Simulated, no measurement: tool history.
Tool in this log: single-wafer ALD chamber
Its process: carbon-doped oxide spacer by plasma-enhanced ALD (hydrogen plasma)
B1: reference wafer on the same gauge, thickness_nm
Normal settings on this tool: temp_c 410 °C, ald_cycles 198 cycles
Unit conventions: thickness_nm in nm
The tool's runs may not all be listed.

run 1 hour=0.0 | temp_c=416 ald_cycles=198 | B1=9.118 | thickness_nm=9.271
run 2 hour=11.3 | temp_c=416 ald_cycles=198 | B1=9.127 | thickness_nm=9.236
run 3 hour=26.1 | temp_c=410 ald_cycles=198 | B1=9.122 | thickness_nm=9.426
run 4 hour=37.2 | temp_c=410 ald_cycles=229 | B1=9.115 | thickness_nm=10.882
run 5 hour=47.9 | temp_c=410 ald_cycles=229 | B1=9.119 | thickness_nm=10.908
run 6 hour=56.4 | temp_c=410 ald_cycles=229 | B1=9.125 | thickness_nm=10.899
run 7 hour=68.9 | temp_c=410 ald_cycles=189 | B1=9.118 | thickness_nm=9.044
run 8 hour=81.1 | temp_c=410 ald_cycles=189 | B1=9.114 | thickness_nm=8.973
run 9 hour=92.4 | temp_c=410 ald_cycles=198 | B1=9.128 | thickness_nm=9.362
run 10 hour=105.8 | temp_c=415 ald_cycles=198 | B1=9.114 | thickness_nm=9.295
run 11 hour=117.7 | temp_c=410 ald_cycles=174 | B1=9.122 | thickness_nm=8.278
run 12 hour=127.1 | temp_c=404 ald_cycles=231 | B1=9.125 | thickness_nm=11.264
run 13 hour=137.1 | temp_c=410 ald_cycles=198 | B1=9.118 | thickness_nm=9.418
run 14 hour=145.9 | temp_c=410 ald_cycles=180 | B1=9.121 | thickness_nm=8.511
-- hour=153.5 gauge calibrated
run 15 hour=156.4 | temp_c=399 ald_cycles=163 | B1=9.114 | thickness_nm=7.999
run 16 hour=163.9 | temp_c=410 ald_cycles=198 | B1=9.128 | thickness_nm=9.480
run 17 hour=171.8 | temp_c=410 ald_cycles=229 | B1=9.122 | thickness_nm=10.904
run 18 hour=184.4 | temp_c=418 ald_cycles=232 | B1=9.117 | thickness_nm=10.758
-- hour=193.3 thermocouple changed; heater temperature recalibrated
run 19 hour=201.8 | temp_c=400 ald_cycles=181 | B1=9.114 | thickness_nm=8.878
run 20 hour=227.9 | temp_c=424 ald_cycles=198 | B1=9.122 | thickness_nm=8.971
run 21 hour=244.8 | temp_c=419 ald_cycles=160 | B1=9.120 | thickness_nm=7.357
run 22 hour=254.6 | temp_c=396 ald_cycles=198 | B1=9.117 | thickness_nm=9.728

5 options for the next run, each taken on its own from the tool as it stands now. Forecast them:
run A hour=255.3 | temp_c=410 ald_cycles=198 | B1=? | thickness_nm=?
run B hour=255.3 | temp_c=423 ald_cycles=166 | B1=? | thickness_nm=?
run C hour=255.3 | temp_c=425 ald_cycles=187 | B1=? | thickness_nm=?
run D hour=255.3 | temp_c=410 ald_cycles=211 | B1=? | thickness_nm=?
run E hour=255.3 | temp_c=403 ald_cycles=185 | B1=? | thickness_nm=?

run=A B1=9.121 thickness_nm=9.427
run=B B1=9.121 thickness_nm=7.541
run=C B1=9.121 thickness_nm=8.432
run=D B1=9.121 thickness_nm=10.046
run=E B1=9.121 thickness_nm=9.025
Had the tool no hidden state, the same runs would have come out as:
run=A thickness_nm=9.427
run=B thickness_nm=7.541
run=C thickness_nm=8.432
run=D thickness_nm=10.046
run=E thickness_nm=9.025
